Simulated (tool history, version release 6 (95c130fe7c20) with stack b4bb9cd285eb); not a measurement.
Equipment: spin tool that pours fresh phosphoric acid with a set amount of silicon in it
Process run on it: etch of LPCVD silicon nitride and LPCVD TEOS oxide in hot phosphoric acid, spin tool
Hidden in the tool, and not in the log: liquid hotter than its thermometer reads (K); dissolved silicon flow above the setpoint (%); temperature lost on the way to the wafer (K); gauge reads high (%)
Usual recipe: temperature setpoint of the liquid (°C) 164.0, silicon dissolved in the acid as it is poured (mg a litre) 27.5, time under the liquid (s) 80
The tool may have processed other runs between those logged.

run    hour  temperature setpoint of the liquid (°C)  silicon dissolved in the acid as it is poured (mg a litre)  time under the liquid (s)  wafers since the last listed run  hours since the thermometer was replaced  hours since the dissolved silicon flow meter was replaced  hours since the heated supply line was repaired  hours since the gauge calibration  read-back film thickness of the LPCVD silicon nitride reference wafer, read on the same gauge (nm)  thickness taken off the LPCVD silicon nitride on a monitor wafer (Å)
  1     0.0                                    164.0                                                        27.5                         80                                 0                                     298.6                                                     1072.7                                           3160.4                              458.8                                                                                               40.03                                                                  73.2
  2    82.6                                    164.0                                                        27.5                         80                              1238                                     381.2                                                     1155.3                                           3243.0                              541.4                                                                                               40.01                                                                  73.1
  3   130.9                                    164.0                                                        27.5                         80                               723                                     429.5                                                     1203.6                                           3291.3                              589.7                                                                                               40.01                                                                  73.4
  4   212.5                                    164.0                                                        27.5                        105                              1223                                     511.1                                                     1285.2                                           3372.9                              671.3                                                                                               40.00                                                                  96.9
  5   284.1                                    164.0                                                        27.5                         80                              1073                                     582.7                                                     1356.8                                           3444.5                              742.9                                                                                               40.06                                                                  74.0
  6   382.5                                    164.0                                                        27.5                         80                              1474                                     681.1                                                     1455.2                                           3542.9                              841.3                                                                                               40.00                                                                  74.0
      445.4  -- gauge calibrated
  7   469.2                                    164.0                                                        13.0                         80                              1299                                     767.8                                                     1541.9                                           3629.6                               23.8                                                                                               39.97                                                                  74.0
  8   516.9                                    164.0                                                        13.0                         80                               714                                     815.5                                                     1589.6                                           3677.3                               71.5                                                                                               40.01                                                                  74.4
      567.4  -- heated supply line repaired
  9   665.4                                    164.0                                                        13.0                         80                              2210                                     964.0                                                     1738.1                                             98.0                              220.0                                                                                               39.99                                                                  74.7
      731.9  -- dissolved silicon flow meter replaced
 10   772.5                                    164.0                                                        27.5                         80                              1590                                    1071.1                                                       40.6                                            205.1                              327.1                                                                                               40.05                                                                  74.7
 11   812.0                                    163.0                                                        27.5                         80                               592                                    1110.6                                                       80.1                                            244.6                              366.6                                                                                               40.02                                                                  72.1
 12   870.5                                    164.0                                                        27.5                         80                               876                                    1169.1                                                      138.6                                            303.1                              425.1                                                                                               39.97                                                                  74.6
 13   951.5                                    164.0                                                        27.5                         80                              1214                                    1250.1                                                      219.6                                            384.1                              506.1                                                                                               40.01                                                                  74.8
 14  1007.5                                    164.0                                                        27.5                         80                               839                                    1306.1                                                      275.6                                            440.1                              562.1                                                                                               39.99                                                                  75.0
     1046.7  -- thermometer replaced
 15  1114.6                                    165.0                                                        41.5                        110                              1590                                      67.9                                                      382.7                                            547.2                              669.2                                                                                               40.00                                                                 102.9
 16  1184.3                                    162.0                                                        44.5                         55                              1044                                     137.6                                                      452.4                                            616.9                              738.9                                                                                               40.03                                                                  46.8
 17  1231.7                                    165.5                                                        35.0                        125                               710                                     185.0                                                      499.8                                            664.3                              786.3                                                                                               40.04                                                                 119.1
 18  1285.3                                    162.5                                                        43.5                        115                               803                                     238.6                                                      553.4                                            717.9                              839.9                                                                                               40.03                                                                  98.6
     1292.9  -- gauge calibrated
 19  1340.0                                    164.0                                                        45.0                         50                               819                                     293.3                                                      608.1                                            772.6                               47.1                                                                                               40.02                                                                  45.5
 20  1416.3                                    166.5                                                        27.5                         45                              1143                                     369.6                                                      684.4                                            848.9                              123.4                                                                                               40.01                                                                  44.7

3 options for the next run, each taken on its own from the tool as it stands now. Forecast them:
  A  1416.7                                    164.0                                                        27.5                         80                                 5                                     370.0                                                      684.8                                            849.3                              123.8                                                                                                   ?                                                                     ?
  B  1416.7                                    167.0                                                         8.0                        115                                 5                                     370.0                                                      684.8                                            849.3                              123.8                                                                                                   ?                                                                     ?
  C  1416.7                                    161.5                                                        27.5                        115                                 5                                     370.0                                                      684.8                                            849.3                              123.8                                                                                                   ?                                                                     ?

run  read-back film thickness of the LPCVD silicon nitride reference wafer, read on the same gauge (nm)  thickness taken off the LPCVD silicon nitride on a monitor wafer (Å)
  A                                                                                               40.00                                                                  72.9
  B                                                                                               40.00                                                                 115.6
  C                                                                                               40.00                                                                  96.5
What these runs would have given with no unlogged condition in the tool:
run  thickness taken off the LPCVD silicon nitride on a monitor wafer (Å)
  A                                                                  72.2
  B                                                                 114.5
  C                                                                  95.5
